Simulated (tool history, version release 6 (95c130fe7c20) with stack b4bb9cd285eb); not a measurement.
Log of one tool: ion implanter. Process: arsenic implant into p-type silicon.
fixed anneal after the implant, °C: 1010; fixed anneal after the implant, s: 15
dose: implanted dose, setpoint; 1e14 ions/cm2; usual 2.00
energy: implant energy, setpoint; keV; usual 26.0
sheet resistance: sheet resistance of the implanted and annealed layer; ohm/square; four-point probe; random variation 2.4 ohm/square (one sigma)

run	hour	dose	energy	wafers since the last listed run	hours since the last dose calibration	hours since the extraction supply was calibrated	hours since the gauge calibration	read-back reference wafer on the same gauge, sheet resistance	sheet resistance
1	0.0	1.87	26.0	0	1711.7	3718.7	569.0	427.15	422.77
2	65.2	1.87	26.0	1348	1776.9	3783.9	634.2	427.06	420.23
3	167.7	1.62	31.5	2120	1879.4	3886.4	736.7	425.60	460.51
4	273.6	1.68	26.0	2190	1985.3	3992.3	842.6	422.84	453.74
5	351.0	2.00	26.0	1601	2062.7	4069.7	920.0	421.38	393.87
# hour 373.1: Faraday cup replaced and dose calibrated
# hour 397.2: gauge calibrated
6	402.6	2.00	26.0	901	29.5	4121.3	5.4	429.94	401.65
7	469.0	2.00	26.0	1373	95.9	4187.7	71.8	430.79	411.30
8	549.0	2.00	26.0	1655	175.9	4267.7	151.8	431.44	408.70
9	595.4	2.00	26.0	959	222.3	4314.1	198.2	429.03	407.58
10	633.6	1.68	18.0	790	260.5	4352.3	236.4	429.95	486.46
11	740.6	2.28	22.5	2213	367.5	4459.3	343.4	429.39	377.04
12	845.0	2.00	32.5	2159	471.9	4563.7	447.8	428.06	392.02
# hour 862.0: extraction supply calibrated
13	913.9	2.45	20.0	1259	540.8	51.9	516.7	426.97	357.16
14	975.5	1.82	26.0	1274	602.4	113.5	578.3	425.78	435.63
15	1045.6	2.34	22.0	1450	672.5	183.6	648.4	425.76	364.44
16	1119.0	2.33	19.0	1518	745.9	257.0	721.8	424.30	370.30
17	1159.1	2.00	26.0	829	786.0	297.1	761.9	424.15	399.64

The tool's hidden state at each run:
deviation of the true dose from the Faraday cup's reading, %: 0 in every run
deviation of the true energy from its setpoint, %: 0 in every run
H1: gauge reads high (%)
run	H1
1	-0.701
2	-0.924
3	-1.32
4	-1.8
5	-2.19
6	-0.057
7	-0.0716
8	-0.123
9	-0.169
10	-0.216
11	-0.393
12	-0.628
13	-0.817
14	-1.01
15	-1.25
16	-1.54
17	-1.71
